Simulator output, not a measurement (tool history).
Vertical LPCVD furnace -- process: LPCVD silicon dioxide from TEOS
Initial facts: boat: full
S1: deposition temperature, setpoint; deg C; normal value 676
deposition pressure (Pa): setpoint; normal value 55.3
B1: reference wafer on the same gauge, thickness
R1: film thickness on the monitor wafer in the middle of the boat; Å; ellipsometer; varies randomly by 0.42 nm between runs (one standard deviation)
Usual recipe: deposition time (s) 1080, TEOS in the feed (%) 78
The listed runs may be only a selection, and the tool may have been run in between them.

run 1 hour=0 | S1=676 deposition_pressure_(Pa)=62 deposition_time_(s)=1200 TEOS_in_the_feed_(%)=78 | B1=81.29 | R1=1143.1
run 2 hour=26.5 | S1=676 deposition_pressure_(Pa)=62 deposition_time_(s)=1200 TEOS_in_the_feed_(%)=78 | B1=81.28 | R1=1148.6
run 3 hour=52.5 | S1=676 deposition_pressure_(Pa)=55.3 deposition_time_(s)=870 TEOS_in_the_feed_(%)=78 | B1=81.51 | R1=778.9
run 4 hour=66.3 | S1=676 deposition_pressure_(Pa)=55.3 deposition_time_(s)=870 TEOS_in_the_feed_(%)=78 | B1=81.35 | R1=783.4
run 5 hour=80.8 | S1=676 deposition_pressure_(Pa)=55.3 deposition_time_(s)=870 TEOS_in_the_feed_(%)=78 | B1=81.41 | R1=789.5
run 6 hour=93.8 | S1=673 deposition_pressure_(Pa)=55.3 deposition_time_(s)=1080 TEOS_in_the_feed_(%)=78 | B1=81.42 | R1=909.5
run 7 hour=117.1 | S1=673 deposition_pressure_(Pa)=55.3 deposition_time_(s)=1080 TEOS_in_the_feed_(%)=78 | B1=81.33 | R1=905.9
run 8 hour=196.1 | S1=676 deposition_pressure_(Pa)=55.3 deposition_time_(s)=1080 TEOS_in_the_feed_(%)=78 | B1=81.33 | R1=972
-- hour=238 TEOS flow controller replaced
run 9 hour=238.5 | S1=676 deposition_pressure_(Pa)=55.3 deposition_time_(s)=1080 TEOS_in_the_feed_(%)=78 | B1=81.38 | R1=979.3
run 10 hour=259.7 | S1=676 deposition_pressure_(Pa)=49.3 deposition_time_(s)=960 TEOS_in_the_feed_(%)=78 | B1=81.4 | R1=821.1
run 11 hour=276.3 | S1=676 deposition_pressure_(Pa)=49.3 deposition_time_(s)=960 TEOS_in_the_feed_(%)=78 | B1=81.48 | R1=823.5
-- hour=318.5 thermocouples replaced and temperature profile calibrated
-- hour=319 pressure gauge zeroed
run 12 hour=358.4 | S1=676 deposition_pressure_(Pa)=49.3 deposition_time_(s)=960 TEOS_in_the_feed_(%)=78 | B1=81.31 | R1=813
run 13 hour=390.8 | S1=676 deposition_pressure_(Pa)=55.3 deposition_time_(s)=1080 TEOS_in_the_feed_(%)=88 | B1=81.33 | R1=1036.8
-- hour=398.3 gauge calibrated
run 14 hour=419.6 | S1=684 deposition_pressure_(Pa)=55.3 deposition_time_(s)=720 TEOS_in_the_feed_(%)=90 | B1=81.36 | R1=843.2
run 15 hour=440.5 | S1=687 deposition_pressure_(Pa)=55.3 deposition_time_(s)=1080 TEOS_in_the_feed_(%)=78 | B1=81.28 | R1=1270.7
run 16 hour=466.7 | S1=676 deposition_pressure_(Pa)=55.3 deposition_time_(s)=1080 TEOS_in_the_feed_(%)=78 | B1=81.37 | R1=971.3
run 17 hour=490.8 | S1=676 deposition_pressure_(Pa)=55.3 deposition_time_(s)=1080 TEOS_in_the_feed_(%)=78 | B1=81.38 | R1=978.4
run 18 hour=510.7 | S1=667 deposition_pressure_(Pa)=50.7 deposition_time_(s)=690 TEOS_in_the_feed_(%)=84 | B1=81.25 | R1=494.6
run 19 hour=540.6 | S1=683 deposition_pressure_(Pa)=47.3 deposition_time_(s)=1290 TEOS_in_the_feed_(%)=71 | B1=81.35 | R1=1218.1
run 20 hour=573.5 | S1=676 deposition_pressure_(Pa)=50 deposition_time_(s)=1080 TEOS_in_the_feed_(%)=84 | B1=81.49 | R1=964.7
run 21 hour=596.5 | S1=684 deposition_pressure_(Pa)=55.3 deposition_time_(s)=1080 TEOS_in_the_feed_(%)=86 | B1=81.62 | R1=1245.9
run 22 hour=615.9 | S1=676 deposition_pressure_(Pa)=55.3 deposition_time_(s)=1080 TEOS_in_the_feed_(%)=73 | B1=81.55 | R1=939.3
run 23 hour=648.9 | S1=665 deposition_pressure_(Pa)=50.7 deposition_time_(s)=1080 TEOS_in_the_feed_(%)=78 | B1=81.28 | R1=709.5
run 24 hour=702.1 | S1=676 deposition_pressure_(Pa)=55.3 deposition_time_(s)=870 TEOS_in_the_feed_(%)=78 | B1=81.31 | R1=776.9
run 25 hour=721.3 | S1=676 deposition_pressure_(Pa)=62.7 deposition_time_(s)=1080 TEOS_in_the_feed_(%)=78 | B1=81.35 | R1=1035.1
run 26 hour=738.1 | S1=664 deposition_pressure_(Pa)=60.7 deposition_time_(s)=780 TEOS_in_the_feed_(%)=64 | B1=81.43 | R1=494.3

Predict each of these 5 candidate next runs independently; none follows another, all start after run 26:
run A hour=743 | S1=676 deposition_pressure_(Pa)=55.3 deposition_time_(s)=750 TEOS_in_the_feed_(%)=78 | B1=? | R1=?
run B hour=743 | S1=668 deposition_pressure_(Pa)=62 deposition_time_(s)=1440 TEOS_in_the_feed_(%)=91 | B1=? | R1=?
run C hour=743 | S1=683 deposition_pressure_(Pa)=55.3 deposition_time_(s)=1080 TEOS_in_the_feed_(%)=78 | B1=? | R1=?
run D hour=743 | S1=684 deposition_pressure_(Pa)=55.3 deposition_time_(s)=1080 TEOS_in_the_feed_(%)=69 | B1=? | R1=?
run E hour=743 | S1=680 deposition_pressure_(Pa)=55.3 deposition_time_(s)=870 TEOS_in_the_feed_(%)=67 | B1=? | R1=?

run=A B1=81.45 R1=674.9
run=B B1=81.45 R1=1216.2
run=C B1=81.45 R1=1151.9
run=D B1=81.45 R1=1109.8
run=E B1=81.45 R1=799.8
Without the tool's unlogged condition, the same runs would have read:
run=A R1=674.9
run=B R1=1216.2
run=C R1=1151.9
run=D R1=1109.8
run=E R1=799.8

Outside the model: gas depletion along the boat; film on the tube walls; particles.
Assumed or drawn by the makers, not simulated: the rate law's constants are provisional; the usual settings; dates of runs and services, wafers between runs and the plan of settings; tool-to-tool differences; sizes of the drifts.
